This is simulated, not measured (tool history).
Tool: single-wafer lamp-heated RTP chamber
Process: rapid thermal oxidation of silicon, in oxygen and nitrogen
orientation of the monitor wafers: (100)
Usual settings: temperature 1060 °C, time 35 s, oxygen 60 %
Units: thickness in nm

run,hour,temperature,time,oxygen,"read-back reference wafer on the same gauge, thickness",thickness
1,0.0,1044,35,60,5.833,5.396
2,46.7,1060,35,60,5.832,6.088
# hour 102.4: pyrometer window cleaned and pyrometer calibrated
3,171.9,1041,35,60,5.834,5.021
4,229.1,1070,35,60,5.818,6.199
5,324.2,1070,35,60,5.827,6.214
6,373.9,1060,35,60,5.846,5.865
# hour 478.0: pyrometer window cleaned and pyrometer calibrated
7,538.0,1060,35,60,5.839,5.685
8,597.0,1060,35,60,5.824,5.736
9,666.1,1060,35,60,5.838,5.792
# hour 705.9: gauge calibrated
10,736.7,1060,48,60,5.829,6.659
11,828.8,1060,48,60,5.833,6.786
# hour 850.3: pyrometer window cleaned and pyrometer calibrated
12,900.1,1060,48,60,5.826,6.464
# hour 1097.2: oxygen flow controller replaced
13,1164.9,1074,20,76,5.836,5.562
# hour 1206.0: pyrometer window cleaned and pyrometer calibrated
14,1226.6,1060,35,60,5.808,5.560
15,1315.3,1082,35,51,5.821,6.226
16,1384.9,1036,21,71,5.833,4.212
17,1475.4,1060,35,60,5.813,5.876
18,1564.3,1032,19,60,5.838,3.834
# hour 1615.1: pyrometer window cleaned and pyrometer calibrated
19,1668.4,1046,29,79,5.835,5.247
20,1710.7,1060,35,60,5.814,5.678
21,1778.8,1051,35,84,5.827,6.086
22,1822.9,1034,35,76,5.828,5.289
23,1897.5,1060,35,60,5.811,5.872
# hour 1976.1: pyrometer window cleaned and pyrometer calibrated
24,1976.6,1060,27,49,5.815,4.660
25,2046.3,1042,28,35,5.825,3.820

5 ways to go on from here, each from the tool as it stands after run 25. What would each give?
A,2046.7,1060,35,60,?,?
B,2046.7,1034,40,60,?,?
C,2046.7,1071,47,75,?,?
D,2046.7,1039,47,86,?,?
E,2046.7,1060,50,86,?,?

run,"read-back reference wafer on the same gauge, thickness",thickness
A,5.841,5.693
B,5.841,5.057
C,5.841,7.527
D,5.841,6.365
E,5.841,7.548
Without the tool's hidden state the same runs would have given:
run,thickness
A,5.613
B,4.985
C,7.423
D,6.272
E,7.441
